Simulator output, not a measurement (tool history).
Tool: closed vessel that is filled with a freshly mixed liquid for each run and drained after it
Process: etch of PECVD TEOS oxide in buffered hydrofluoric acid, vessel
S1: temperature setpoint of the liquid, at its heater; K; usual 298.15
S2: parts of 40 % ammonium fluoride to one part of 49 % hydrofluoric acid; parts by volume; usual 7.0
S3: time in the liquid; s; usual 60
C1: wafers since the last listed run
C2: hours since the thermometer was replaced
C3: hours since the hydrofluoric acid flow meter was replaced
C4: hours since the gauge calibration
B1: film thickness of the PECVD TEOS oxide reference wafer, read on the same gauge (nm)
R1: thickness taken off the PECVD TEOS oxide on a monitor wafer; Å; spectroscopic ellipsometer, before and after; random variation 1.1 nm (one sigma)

| run | day | S1 | S2 | S3 | C1 | C2 | C3 | C4 | B1 | R1 |
|---|---|---|---|---|---|---|---|---|---|---|
| 1 | 0.000 | 298.15 | 7.0 | 80 | 0 | 1153.3 | 1849.3 | 26.8 | 129.99 | 2998.9 |
| 2 | 0.662 | 298.15 | 7.0 | 60 | 1590 | 1169.2 | 1865.2 | 42.7 | 129.99 | 2253.8 |
| 3 | 0.929 | 298.15 | 7.0 | 60 | 640 | 1175.6 | 1871.6 | 49.1 | 129.99 | 2267.5 |
| 4 | 1.533 | 298.15 | 7.0 | 60 | 1450 | 1190.1 | 1886.1 | 63.6 | 129.97 | 2243.2 |
| 5 | 1.962 | 298.15 | 7.0 | 60 | 1030 | 1200.4 | 1896.4 | 73.9 | 129.96 | 2252.6 |
| 6 | 2.379 | 294.15 | 9.0 | 60 | 1000 | 1210.4 | 1906.4 | 83.9 | 130.00 | 1442.0 |
|  | 2.875 | hydrofluoric acid flow meter replaced |
| 7 | 2.933 | 294.15 | 9.0 | 60 | 1230 | 1223.7 | 1.4 | 97.2 | 129.96 | 1598.9 |
|  | 3.188 | gauge calibrated |
| 8 | 3.592 | 294.15 | 9.0 | 60 | 1580 | 1239.5 | 17.2 | 9.7 | 130.01 | 1591.9 |
| 9 | 4.238 | 296.65 | 9.0 | 90 | 1550 | 1255.0 | 32.7 | 25.2 | 130.01 | 2767.1 |
|  | 4.796 | thermometer replaced |
| 10 | 4.900 | 300.65 | 8.0 | 35 | 1490 | 2.5 | 48.6 | 41.1 | 130.00 | 1502.5 |
| 11 | 5.225 | 296.65 | 7.0 | 50 | 780 | 10.3 | 56.4 | 48.9 | 130.02 | 1993.2 |
| 12 | 5.542 | 293.15 | 9.0 | 75 | 760 | 17.9 | 64.0 | 56.5 | 129.99 | 1885.8 |
| 13 | 5.946 | 298.15 | 7.0 | 60 | 970 | 27.6 | 73.7 | 66.2 | 129.99 | 2601.2 |
| 14 | 6.679 | 298.15 | 7.0 | 80 | 1760 | 45.2 | 91.3 | 83.8 | 129.98 | 3454.0 |
| 15 | 7.133 | 295.65 | 7.0 | 60 | 1090 | 56.1 | 102.2 | 94.7 | 130.02 | 2253.6 |
| 16 | 7.838 | 295.65 | 10.0 | 35 | 1690 | 73.0 | 119.1 | 111.6 | 129.99 | 936.7 |
| 17 | 8.150 | 298.15 | 9.5 | 50 | 750 | 80.5 | 126.6 | 119.1 | 130.00 | 1599.9 |

Forecast each of these 4 alternatives for the next run:
| A | 8.179 | 298.15 | 7.0 | 60 | 70 | 81.2 | 127.3 | 119.8 | ? | ? |
| B | 8.179 | 298.15 | 6.0 | 40 | 70 | 81.2 | 127.3 | 119.8 | ? | ? |
| C | 8.179 | 300.15 | 8.0 | 50 | 70 | 81.2 | 127.3 | 119.8 | ? | ? |
| D | 8.179 | 298.15 | 6.0 | 60 | 70 | 81.2 | 127.3 | 119.8 | ? | ? |

| run | B1 | R1 |
|---|---|---|
| A | 130.01 | 2589.5 |
| B | 130.01 | 1980.1 |
| C | 130.01 | 2080.1 |
| D | 130.01 | 2970.2 |
Without the tool's hidden state the same runs would have given:
| run | R1 |
|---|---|
| A | 2637.8 |
| B | 2009.7 |
| C | 2119.0 |
| D | 3014.6 |
